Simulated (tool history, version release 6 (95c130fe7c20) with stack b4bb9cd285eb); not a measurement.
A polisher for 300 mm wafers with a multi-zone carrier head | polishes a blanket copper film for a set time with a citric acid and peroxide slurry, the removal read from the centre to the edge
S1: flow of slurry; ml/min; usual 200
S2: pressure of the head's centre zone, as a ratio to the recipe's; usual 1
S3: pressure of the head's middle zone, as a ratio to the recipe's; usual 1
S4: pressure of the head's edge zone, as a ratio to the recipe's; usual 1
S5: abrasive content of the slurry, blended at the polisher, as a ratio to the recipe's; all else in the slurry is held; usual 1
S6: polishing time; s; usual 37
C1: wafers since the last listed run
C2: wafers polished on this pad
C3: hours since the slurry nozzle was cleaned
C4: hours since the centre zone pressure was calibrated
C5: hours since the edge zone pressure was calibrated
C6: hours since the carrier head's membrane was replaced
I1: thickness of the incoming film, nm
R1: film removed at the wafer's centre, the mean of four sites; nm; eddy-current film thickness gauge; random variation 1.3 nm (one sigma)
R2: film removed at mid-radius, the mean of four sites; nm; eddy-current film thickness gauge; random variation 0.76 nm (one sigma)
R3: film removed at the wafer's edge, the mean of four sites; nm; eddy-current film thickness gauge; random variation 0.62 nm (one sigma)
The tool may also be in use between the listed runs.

run	hour	S1	S2	S3	S4	S5	S6	C1	C2	C3	C4	C5	C6	I1	R1	R2	R3
1	0	200	1	1	1	1	37	0	525	775.1	345.7	170	753.3	768.9	78.6	80.1	83.7
2	29.3	200	1	1	1	1	37	195	720	804.4	375	199.3	782.6	763.7	79.6	80.8	83.7
# hour 76.2: slurry nozzle cleaned
3	80.8	200	1	1	1	1	37	336	1057	4.6	426.5	250.8	834.1	766.8	94.2	93.4	93.3
# hour 139.5: worn pad replaced by a new one
4	146	160	1	1	1	1	37	408	43	69.8	491.7	316	899.3	751.5	87.2	88.4	88.1
5	170.3	200	0.91	1	1	1	37	162	205	94.1	516	340.3	923.6	748.9	85.4	90.7	90.8
6	231.9	200	0.91	1	1	1	37	410	616	155.7	577.6	401.9	985.2	770.1	80.1	91	89.5
# hour 235.6: edge zone pressure recalibrated
7	262.7	200	1	1	1	1	37	192	808	186.5	608.4	27.1	1016	768.2	90.7	90.4	90.1
8	318.8	200	1	1	1	1	37	374	1182	242.6	664.5	83.2	1072.1	760.3	86.5	88.6	89.7
9	351.6	200	1	1	1	1	37	218	1400	275.4	697.3	116	1104.9	757.3	88.7	87.4	88.4
# hour 397.6: carrier head's membrane replaced by a new one
10	416.4	200	1	0.93	1	1.2	37	398	1799	340.2	762.1	180.8	18.8	755.8	89.2	85.3	92.9
# hour 420.9: worn pad replaced by a new one
11	457	200	0.89	1	1	1	28	244	240	380.8	802.7	221.4	59.4	767.9	57.7	65.4	66.3
12	500.4	155	1.06	1	1.09	1	37	289	530	424.2	846.1	264.8	102.8	762.8	79.2	79	85.8
13	565	200	0.92	1	1	0.85	37	430	961	488.8	910.7	329.4	167.4	763.1	72.1	82.3	82.5
14	613.8	160	1.07	1	1	1	28	325	1286	537.6	959.5	378.2	216.2	764.3	62.1	59.7	62.5
# hour 633.2: edge zone pressure recalibrated
15	663.5	200	1	1	1	1	37	318	1604	587.3	1009.2	30.3	265.9	752.7	81.5	84.8	86.2
# hour 672.3: centre zone pressure recalibrated
# hour 683.2: worn pad replaced by a new one
# hour 763.5: slurry nozzle cleaned
16	799.6	200	1	1	1	1	37	860	769	36.1	127.3	166.4	402	762.9	89	91.1	90.7
17	866.2	200	1	1.09	1	1	37	444	1213	102.7	193.9	233	468.6	746.1	88	96.3	89.7
18	920	245	1	1.05	1	1	28	358	1572	156.5	247.7	286.8	522.4	755.3	68.5	73.1	68.5
# hour 935.8: worn pad replaced by a new one
19	957.3	200	0.94	0.94	0.93	1	44	222	143	193.8	285	324.1	559.7	769.2	96.8	99.4	101
20	1008.1	230	1	1	0.95	0.75	37	338	482	244.6	335.8	374.9	610.5	754.6	81.1	82.5	80.7
21	1034.4	245	1	1	1	1	37	175	657	270.9	362.1	401.2	636.8	760.7	87.5	89.4	90.7
# hour 1057: edge zone pressure recalibrated
22	1075.8	200	1	1	1	1	37	262	920	312.3	403.5	18.8	678.2	762.3	83.3	84.9	86.1

Forecast each of these 3 alternatives for the next run:
A	1076.2	265	1	1	1	1	37	2	923	312.7	403.9	19.2	678.6	759	?	?	?
B	1076.2	180	1	0.9	1.05	1	40	2	923	312.7	403.9	19.2	678.6	759	?	?	?
C	1076.2	200	1	1	1	1	26	2	923	312.7	403.9	19.2	678.6	759	?	?	?

run	R1	R2	R3
A	90.4	88.4	89.7
B	87.3	79.5	92.9
C	58.8	58.1	60.1
Without the tool's hidden state the same runs would have given:
run	R1	R2	R3
A	99.5	96.2	95.5
B	101	90.4	101.6
C	67	65.1	65.3
